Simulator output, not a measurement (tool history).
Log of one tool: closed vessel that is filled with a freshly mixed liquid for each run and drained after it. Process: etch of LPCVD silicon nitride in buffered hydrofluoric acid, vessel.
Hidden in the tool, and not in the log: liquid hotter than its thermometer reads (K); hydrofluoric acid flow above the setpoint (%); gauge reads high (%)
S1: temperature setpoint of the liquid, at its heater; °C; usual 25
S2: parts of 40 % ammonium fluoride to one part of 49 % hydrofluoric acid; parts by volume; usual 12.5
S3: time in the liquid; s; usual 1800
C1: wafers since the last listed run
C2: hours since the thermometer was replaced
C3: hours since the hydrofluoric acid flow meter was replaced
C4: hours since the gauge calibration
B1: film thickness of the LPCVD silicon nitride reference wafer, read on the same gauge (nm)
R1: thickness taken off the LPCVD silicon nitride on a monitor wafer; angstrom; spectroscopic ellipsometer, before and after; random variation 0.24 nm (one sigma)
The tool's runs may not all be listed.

run	day	S1	S2	S3	C1	C2	C3	C4	B1	R1
1	0	25	12.5	2020	0	1115.8	483.2	142.4	100.02	287.1
2	2.1	25	12.5	2020	2399	1166.2	533.6	192.8	99.95	282.1
3	3.362	25	10	1800	1442	1196.5	563.9	223.1	100.03	309.8
4	5.433	29	12.5	2335	2366	1246.2	613.6	272.8	99.99	408.8
5	6.804	29	12.5	2335	1566	1279.1	646.5	305.7	99.99	405.6
6	8.421	29	12.5	2335	1847	1317.9	685.3	344.5	99.94	403.9
7	9.646	25	12.5	2100	1399	1347.3	714.7	373.9	99.98	290
8	12.396	25	12.5	1800	3142	1413.3	780.7	439.9	100	252.8
9	13.417	25	12.5	1800	1166	1437.8	805.2	464.4	99.98	248.8
10	14.662	25	12.5	1800	1423	1467.7	835.1	494.3	99.95	252.3
11	16.317	25	12.5	1800	1890	1507.4	874.8	534	99.98	253.8
# day 17.425: thermometer replaced
12	18.688	25	12.5	1800	2661	30.3	931.7	590.9	100.02	256.1
13	19.804	25	12.5	1800	1276	57.1	958.5	617.7	99.98	248.2
14	23.758	25	12.5	1800	4518	152	1053.4	712.6	99.99	256.1
# day 23.967: hydrofluoric acid flow meter replaced
15	26.371	25	12.5	1800	2937	214.7	57.7	775.3	100	249.9
16	28.929	21	17.5	2740	2923	276.1	119.1	836.7	99.97	217.6
17	30.079	29	12.5	1800	1314	303.7	146.7	864.3	99.95	312.8
18	32.908	23	14	2240	3232	371.6	214.6	932.2	99.99	251.2
19	35.35	25	17	2305	2790	430.2	273.2	990.8	99.99	241.4
20	37.583	22.5	8	2835	2552	483.8	326.8	1044.4	99.99	526.6
21	39.379	25	12.5	2020	2052	526.9	369.9	1087.5	100	285.1
22	41.362	26.5	12.5	2625	2266	574.5	417.5	1135.1	100	400.2
23	42.508	23	11	2385	1309	602	445	1162.6	100.03	336.1
24	43.692	25	12.5	2020	1352	630.4	473.4	1191	99.94	286.8
# day 44.317: gauge calibrated
25	45.442	22	10.5	2540	1999	672.4	515.4	27	100.02	355.8
26	47.262	25	12.5	1800	2080	716.1	559.1	70.7	99.98	252.7
27	49.358	25	12.5	1800	2394	766.4	609.4	121	100.05	253.8
28	51.45	23.5	15	1025	2390	816.6	659.6	171.2	100.01	111.6
29	53.779	25	12.5	1465	2661	872.5	715.5	227.1	100.03	207.8
30	54.938	25	12.5	1800	1323	900.3	743.3	254.9	100	254.3
31	56.283	25	12.5	1800	1537	932.6	775.6	287.2	100.01	249.3

4 ways to go on from here, each from the tool as it stands after run 31. What would each give?
A	56.333	25	15	1800	57	933.8	776.8	288.4	?	?
B	56.333	25	12.5	2590	57	933.8	776.8	288.4	?	?
C	56.333	25	12.5	1250	57	933.8	776.8	288.4	?	?
D	56.333	25	14.5	1800	57	933.8	776.8	288.4	?	?

run	B1	R1
A	100.04	209.2
B	100.04	359.9
C	100.04	173.7
D	100.04	216.3
Without the tool's hidden state the same runs would have given:
run	R1
A	209.2
B	359.9
C	173.7
D	216.3
